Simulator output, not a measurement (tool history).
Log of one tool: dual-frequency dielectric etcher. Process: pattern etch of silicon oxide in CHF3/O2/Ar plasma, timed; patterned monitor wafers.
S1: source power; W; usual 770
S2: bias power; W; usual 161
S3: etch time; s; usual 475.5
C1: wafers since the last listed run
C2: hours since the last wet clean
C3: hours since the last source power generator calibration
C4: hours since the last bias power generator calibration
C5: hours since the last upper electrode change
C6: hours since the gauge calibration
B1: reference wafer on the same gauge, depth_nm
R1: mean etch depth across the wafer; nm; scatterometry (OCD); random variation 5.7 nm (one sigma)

Run 1, hour 0: usual settings; C1 0; C2 402.1; C3 1139.4; C4 4066.4; C5 2094.6; C6 1012.7; B1 1090.3. Result: R1 1063.7 nm.
At hour 29.9: wet clean of the chamber.
Run 2, hour 30.4: usual settings; C1 22; C2 0.5; C3 1169.8; C4 4096.8; C5 2125; C6 1043.1; B1 1089.5. Result: R1 1035.4 nm.
At hour 42.5: gauge calibrated.
At hour 72.7: upper electrode replaced.
Run 3, hour 73.2: usual settings; C1 65; C2 43.3; C3 1212.6; C4 4139.6; C5 0.5; C6 30.7; B1 1090.6. Result: R1 1039.7 nm.
Run 4, hour 73.7: usual settings; C1 1; C2 43.8; C3 1213.1; C4 4140.1; C5 1; C6 31.2; B1 1091.2. Result: R1 1034.9 nm.
Run 5, hour 80.3: usual settings; C1 22; C2 50.4; C3 1219.7; C4 4146.7; C5 7.6; C6 37.8; B1 1090.7. Result: R1 1035.1 nm.
Run 6, hour 99.6: usual settings; C1 67; C2 69.7; C3 1239; C4 4166; C5 26.9; C6 57.1; B1 1090.5. Result: R1 1039 nm.
Run 7, hour 114: usual settings; C1 50; C2 84.1; C3 1253.4; C4 4180.4; C5 41.3; C6 71.5; B1 1089.9. Result: R1 1050.8 nm.
Run 8, hour 143.2: usual settings; C1 101; C2 113.3; C3 1282.6; C4 4209.6; C5 70.5; C6 100.7; B1 1091.8. Result: R1 1038 nm.
Run 9, hour 173.4: usual settings; C1 105; C2 143.5; C3 1312.8; C4 4239.8; C5 100.7; C6 130.9; B1 1089.7. Result: R1 1047.1 nm.
Run 10, hour 186.4: usual settings but S2 139 W; C1 45; C2 156.5; C3 1325.8; C4 4252.8; C5 113.7; C6 143.9; B1 1088.4. Result: R1 985.3 nm.
Run 11, hour 221.6: usual settings; C1 122; C2 191.7; C3 1361; C4 4288; C5 148.9; C6 179.1; B1 1090.4. Result: R1 1041.9 nm.
Run 12, hour 246.3: usual settings but S2 197 W; C1 85; C2 216.4; C3 1385.7; C4 4312.7; C5 173.6; C6 203.8; B1 1089.7. Result: R1 1139.3 nm.
Run 13, hour 259.6: usual settings but S1 590 W, S3 357 s; C1 46; C2 229.7; C3 1399; C4 4326; C5 186.9; C6 217.1; B1 1090. Result: R1 738.8 nm.
Run 14, hour 287: usual settings but S1 670 W, S3 535.5 s; C1 95; C2 257.1; C3 1426.4; C4 4353.4; C5 214.3; C6 244.5; B1 1088. Result: R1 1142 nm.
Run 15, hour 321: usual settings but S1 890 W, S2 174 W, S3 570 s; C1 118; C2 291.1; C3 1460.4; C4 4387.4; C5 248.3; C6 278.5; B1 1088.9. Result: R1 1352.5 nm.
Run 16, hour 352.5: usual settings but S1 590 W; C1 109; C2 322.6; C3 1491.9; C4 4418.9; C5 279.8; C6 310; B1 1092.1. Result: R1 987.9 nm.
At hour 364.1: bias power generator calibrated.
Run 17, hour 366: usual settings but S3 597 s; C1 33; C2 336.1; C3 1505.4; C4 1.9; C5 293.3; C6 323.5; B1 1089.3. Result: R1 1334.5 nm.
Run 18, hour 386: usual settings but S1 910 W; C1 69; C2 356.1; C3 1525.4; C4 21.9; C5 313.3; C6 343.5; B1 1089. Result: R1 1105.6 nm.
Run 19, hour 398.6: usual settings but S1 680 W; C1 43; C2 368.7; C3 1538; C4 34.5; C5 325.9; C6 356.1; B1 1090.7. Result: R1 1038.5 nm.
At hour 433.1: wet clean of the chamber.
Run 20, hour 433.6: usual settings; C1 38; C2 0.5; C3 1573; C4 69.5; C5 360.9; C6 391.1; B1 1090.2. Result: R1 1037.4 nm.
Run 21, hour 435.3: usual settings but S2 125 W; C1 5; C2 2.2; C3 1574.7; C4 71.2; C5 362.6; C6 392.8; B1 1089.3. Result: R1 950 nm.
Run 22, hour 457.9: usual settings; C1 78; C2 24.8; C3 1597.3; C4 93.8; C5 385.2; C6 415.4; B1 1091.1. Result: R1 1021.2 nm.
At hour 468: source power generator calibrated.
Run 23, hour 479.3: usual settings; C1 60; C2 46.2; C3 11.3; C4 115.2; C5 406.6; C6 436.8; B1 1088.2. Result: R1 1020.3 nm.
Run 24, hour 493: usual settings but S1 860 W, S2 143 W, S3 600 s; C1 47; C2 59.9; C3 25; C4 128.9; C5 420.3; C6 450.5; B1 1090.3. Result: R1 1284.2 nm.
Run 25, hour 528.7: usual settings but S1 590 W, S2 137 W, S3 551.5 s; C1 124; C2 95.6; C3 60.7; C4 164.6; C5 456; C6 486.2; B1 1089.3. Result: R1 1069.6 nm.
Run 26, hour 563.5: usual settings but S1 880 W, S3 439 s; C1 121; C2 130.4; C3 95.5; C4 199.4; C5 490.8; C6 521; B1 1089.2. Result: R1 979.9 nm.
Run 27, hour 598.5: usual settings but S1 950 W; C1 121; C2 165.4; C3 130.5; C4 234.4; C5 525.8; C6 556; B1 1090.5. Result: R1 1099.3 nm.
Run 28, hour 627.4: usual settings but S1 900 W; C1 100; C2 194.3; C3 159.4; C4 263.3; C5 554.7; C6 584.9; B1 1089.2. Result: R1 1081.2 nm.
Run 29, hour 640.2: usual settings but S2 194 W; C1 44; C2 207.1; C3 172.2; C4 276.1; C5 567.5; C6 597.7; B1 1090.5. Result: R1 1110.6 nm.
Run 30, hour 699.6: usual settings but S2 129 W; C1 206; C2 266.5; C3 231.6; C4 335.5; C5 626.9; C6 657.1; B1 1089.5. Result: R1 977.3 nm.
Run 31, hour 722.5: usual settings but S2 199 W; C1 79; C2 289.4; C3 254.5; C4 358.4; C5 649.8; C6 680; B1 1090.4. Result: R1 1131.5 nm.

3 ways to go on from here, each from the tool as it stands after run 31. What would each give?
Run A, hour 723: usual settings but S1 600 W; C1 1; C2 289.9; C3 255; C4 358.9; C5 650.3; C6 680.5; B1 ?. Result: R1 ?.
Run B, hour 723: usual settings but S3 572.5 s; C1 1; C2 289.9; C3 255; C4 358.9; C5 650.3; C6 680.5; B1 ?. Result: R1 ?.
Run C, hour 723: usual settings but S1 620 W, S3 336 s; C1 1; C2 289.9; C3 255; C4 358.9; C5 650.3; C6 680.5; B1 ?. Result: R1 ?.

run      B1      R1
  A  1090.7   990.6
  B  1090.7  1265.2
  C  1090.7   705.2
Without the tool's hidden state the same runs would have given:
run      R1
  A   967.1
  B  1235.2
  C   688.4
